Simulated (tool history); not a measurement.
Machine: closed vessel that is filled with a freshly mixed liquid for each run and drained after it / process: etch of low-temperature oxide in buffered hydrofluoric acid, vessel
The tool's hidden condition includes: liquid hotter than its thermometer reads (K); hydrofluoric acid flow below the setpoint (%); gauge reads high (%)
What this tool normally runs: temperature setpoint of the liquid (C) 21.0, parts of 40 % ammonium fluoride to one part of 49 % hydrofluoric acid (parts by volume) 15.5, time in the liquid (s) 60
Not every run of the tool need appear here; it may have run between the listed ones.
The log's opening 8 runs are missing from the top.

run	hour	temperature setpoint of the liquid (C)	parts of 40 % ammonium fluoride to one part of 49 % hydrofluoric acid (parts by volume)	time in the liquid (s)	wafers since the last listed run	hours since the thermometer was replaced	hours since the hydrofluoric acid flow meter was replaced	hours since the gauge calibration	read-back film thickness of the low-temperature oxide reference wafer, read on the same gauge (nm)	thickness taken off the low-temperature oxide on a monitor wafer (Å)
9	735.8	25.5	10.5	85	2547	940.3	216.3	2661.0	30.00	2987.7
10	825.3	17.0	15.5	60	5670	1029.8	305.8	2750.5	30.05	874.5
11	902.8	24.5	11.5	60	4910	1107.3	383.3	2828.0	29.96	1790.2
12	960.9	21.0	15.5	85	3681	1165.4	441.4	2886.1	29.97	1566.9
13	1044.4	17.0	15.5	60	5290	1248.9	524.9	2969.6	29.97	876.7
14	1134.1	21.0	14.0	40	5683	1338.6	614.6	3059.3	30.00	827.5
15	1173.8	25.5	10.5	85	2515	1378.3	654.3	3099.0	30.02	2955.3
# hour 1185.6: gauge calibrated
16	1250.5	24.0	13.0	85	4859	1455.0	731.0	64.9	30.00	2178.5
17	1289.1	21.0	15.5	60	2445	1493.6	769.6	103.5	29.99	1104.4
18	1386.0	24.5	19.5	60	6139	1590.5	866.5	200.4	30.01	1052.5
# hour 1399.0: thermometer replaced
19	1434.3	23.0	10.0	45	2997	35.3	914.8	248.7	30.02	1412.1
20	1507.3	18.0	12.0	50	4625	108.3	987.8	321.7	30.03	988.5
21	1606.6	21.0	15.5	60	6291	207.6	1087.1	421.0	30.00	1087.3
22	1651.8	21.0	15.5	60	2863	252.8	1132.3	466.2	30.03	1080.0
23	1752.3	21.0	15.5	95	6367	353.3	1232.8	566.7	30.03	1709.9
24	1858.2	21.0	13.0	80	6709	459.2	1338.7	672.6	30.02	1725.6
25	1965.3	26.0	19.0	45	6786	566.3	1445.8	779.7	29.98	864.1
26	2018.7	21.0	21.0	50	3383	619.7	1499.2	833.1	30.01	681.6
27	2115.1	23.5	17.5	60	6108	716.1	1595.6	929.5	29.99	1105.5
28	2205.9	17.0	11.0	85	5753	806.9	1686.4	1020.3	30.01	1699.9
29	2249.6	18.5	17.0	45	2768	850.6	1730.1	1064.0	30.06	641.5
30	2332.0	24.5	12.0	60	5220	933.0	1812.5	1146.4	30.04	1664.5
31	2398.1	21.0	15.5	60	4188	999.1	1878.6	1212.5	30.01	1064.5
32	2467.8	21.0	13.0	60	4416	1068.8	1948.3	1282.2	30.04	1274.3
# hour 2505.3: hydrofluoric acid flow meter replaced
33	2723.9	21.0	18.0	60	16163	1324.9	218.6	1538.3	29.99	959.1

Below are 3 alternative next runs, each starting from the tool's condition after run 33. Predict each:
A	2724.6	18.5	15.5	60	44	1325.6	219.3	1539.0	?	?
B	2724.6	17.5	9.5	35	44	1325.6	219.3	1539.0	?	?
C	2724.6	18.5	17.5	50	44	1325.6	219.3	1539.0	?	?

run	read-back film thickness of the low-temperature oxide reference wafer, read on the same gauge (nm)	thickness taken off the low-temperature oxide on a monitor wafer (Å)
A	30.05	983.0
B	30.05	862.8
C	30.05	726.8
With no hidden state in the tool, these same runs would have given:
run	thickness taken off the low-temperature oxide on a monitor wafer (Å)
A	993.1
B	868.4
C	734.3
